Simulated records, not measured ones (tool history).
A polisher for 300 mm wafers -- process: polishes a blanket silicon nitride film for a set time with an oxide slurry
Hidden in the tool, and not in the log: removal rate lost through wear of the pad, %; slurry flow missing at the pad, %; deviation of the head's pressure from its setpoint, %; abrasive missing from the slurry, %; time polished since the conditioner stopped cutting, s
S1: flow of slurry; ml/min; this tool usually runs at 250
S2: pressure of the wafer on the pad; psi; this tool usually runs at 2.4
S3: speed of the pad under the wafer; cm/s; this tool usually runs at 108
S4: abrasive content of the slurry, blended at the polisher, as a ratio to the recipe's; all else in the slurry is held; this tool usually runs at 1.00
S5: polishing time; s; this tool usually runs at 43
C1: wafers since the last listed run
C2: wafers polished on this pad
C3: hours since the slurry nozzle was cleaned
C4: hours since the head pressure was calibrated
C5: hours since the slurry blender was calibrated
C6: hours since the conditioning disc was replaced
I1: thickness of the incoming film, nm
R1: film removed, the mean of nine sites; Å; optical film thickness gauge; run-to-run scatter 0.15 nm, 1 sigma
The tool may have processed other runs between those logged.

Run 1, hour 0.0: usual settings; C1 0; C2 1059; C3 147.1; C4 197.2; C5 428.0; C6 430.4; I1 287.2. Result: R1 179 Å.
At hour 45.8: slurry blender recalibrated.
Run 2, hour 57.5: usual settings but S2 1.9 psi; C1 575; C2 1635; C3 204.6; C4 254.7; C5 11.7; C6 487.9; I1 291.1. Result: R1 141 Å.
Run 3, hour 122.5: usual settings but S5 48 s; C1 674; C2 2309; C3 269.6; C4 319.7; C5 76.7; C6 552.9; I1 292.9. Result: R1 197 Å.
At hour 133.9: conditioning disc replaced and pad reconditioned.
Run 4, hour 185.7: usual settings but S5 48 s; C1 634; C2 2944; C3 332.8; C4 382.9; C5 139.9; C6 51.8; I1 288.5. Result: R1 204 Å.
At hour 207.5: worn pad replaced by a new one.
Run 5, hour 236.3: usual settings but S5 48 s; C1 483; C2 299; C3 383.4; C4 433.5; C5 190.5; C6 102.4; I1 289.4. Result: R1 200 Å.
Run 6, hour 305.0: usual settings; C1 712; C2 1011; C3 452.1; C4 502.2; C5 259.2; C6 171.1; I1 293.1. Result: R1 181 Å.
Run 7, hour 347.2: usual settings; C1 437; C2 1449; C3 494.3; C4 544.4; C5 301.4; C6 213.3; I1 290.8. Result: R1 180 Å.
At hour 486.9: head pressure recalibrated.
Run 8, hour 500.5: usual settings but S2 2.2 psi, S4 0.85; C1 1569; C2 3018; C3 647.6; C4 13.6; C5 454.7; C6 366.6; I1 286.4. Result: R1 155 Å.
At hour 527.9: slurry blender recalibrated.
Run 9, hour 534.2: usual settings; C1 328; C2 3347; C3 681.3; C4 47.3; C5 6.3; C6 400.3; I1 287.5. Result: R1 178 Å.
Run 10, hour 561.3: usual settings; C1 281; C2 3628; C3 708.4; C4 74.4; C5 33.4; C6 427.4; I1 290.9. Result: R1 177 Å.
At hour 613.0: worn pad replaced by a new one.
Run 11, hour 622.3: usual settings but S5 29 s; C1 591; C2 96; C3 769.4; C4 135.4; C5 94.4; C6 488.4; I1 290.4. Result: R1 118 Å.
At hour 653.1: conditioning disc replaced and pad reconditioned.
At hour 745.4: slurry nozzle cleaned.
Run 12, hour 825.2: usual settings but S5 56 s; C1 2073; C2 2169; C3 79.8; C4 338.3; C5 297.3; C6 172.1; I1 291.0. Result: R1 234 Å.
Run 13, hour 895.2: usual settings but S2 3.2 psi, S3 140 cm/s; C1 726; C2 2895; C3 149.8; C4 408.3; C5 367.3; C6 242.1; I1 286.0. Result: R1 286 Å.
Run 14, hour 948.0: usual settings but S1 160 ml/min, S2 2.7 psi, S3 136 cm/s; C1 547; C2 3443; C3 202.6; C4 461.1; C5 420.1; C6 294.9; I1 290.4. Result: R1 224 Å.
Run 15, hour 975.5: usual settings; C1 285; C2 3728; C3 230.1; C4 488.6; C5 447.6; C6 322.4; I1 287.8. Result: R1 176 Å.
At hour 1016.9: worn pad replaced by a new one.
At hour 1022.6: slurry blender recalibrated.
Run 16, hour 1023.1: usual settings but S5 57 s; C1 431; C2 44; C3 277.7; C4 536.2; C5 0.5; C6 370.0; I1 293.2. Result: R1 233 Å.
At hour 1075.5: head pressure recalibrated.
Run 17, hour 1093.5: usual settings; C1 709; C2 753; C3 348.1; C4 18.0; C5 70.9; C6 440.4; I1 295.3. Result: R1 176 Å.
Run 18, hour 1130.0: usual settings but S1 195 ml/min, S2 2.8 psi, S4 0.75; C1 378; C2 1132; C3 384.6; C4 54.5; C5 107.4; C6 476.9; I1 291.8. Result: R1 175 Å.
Run 19, hour 1169.4: usual settings but S1 220 ml/min, S3 134 cm/s, S4 1.15; C1 408; C2 1540; C3 424.0; C4 93.9; C5 146.8; C6 516.3; I1 286.5. Result: R1 215 Å.
At hour 1206.5: conditioning disc replaced and pad reconditioned.
Run 20, hour 1235.5: usual settings; C1 664; C2 2205; C3 490.1; C4 160.0; C5 212.9; C6 29.0; I1 288.8. Result: R1 184 Å.
Run 21, hour 1271.8: usual settings; C1 376; C2 2581; C3 526.4; C4 196.3; C5 249.2; C6 65.3; I1 287.0. Result: R1 186 Å.
Run 22, hour 1316.5: usual settings but S1 215 ml/min, S4 0.90; C1 463; C2 3045; C3 571.1; C4 241.0; C5 293.9; C6 110.0; I1 295.2. Result: R1 173 Å.
Run 23, hour 1381.8: usual settings but S2 3.0 psi, S3 90 cm/s, S5 55 s; C1 677; C2 3722; C3 636.4; C4 306.3; C5 359.2; C6 175.3; I1 287.8. Result: R1 248 Å.
At hour 1417.3: worn pad replaced by a new one.
At hour 1431.9: slurry blender recalibrated.
Run 24, hour 1447.6: usual settings; C1 620; C2 293; C3 702.2; C4 372.1; C5 15.7; C6 241.1; I1 286.8. Result: R1 182 Å.
Run 25, hour 1498.2: usual settings but S1 325 ml/min, S2 2.8 psi, S4 0.75, S5 49 s; C1 524; C2 818; C3 752.8; C4 422.7; C5 66.3; C6 291.7; I1 284.4. Result: R1 219 Å.

Measured result minus the same run's result without the hidden state. Both carry the same run-to-run variation, though not necessarily the same gauge scatter:
run   R1
  1   -7
  2   -5
  3  -12
  4   -2
  5   -2
  6   -3
  7   -3
  8   -4
  9   -6
 10   -7
 11   -6
 12   -4
 13  -10
 14   -8
 15   -5
 16   -8
 17   -8
 18   -9
 19  -15
 20   +0
 21   +0
 22   -1
 23   -2
 24   -2
 25   -4

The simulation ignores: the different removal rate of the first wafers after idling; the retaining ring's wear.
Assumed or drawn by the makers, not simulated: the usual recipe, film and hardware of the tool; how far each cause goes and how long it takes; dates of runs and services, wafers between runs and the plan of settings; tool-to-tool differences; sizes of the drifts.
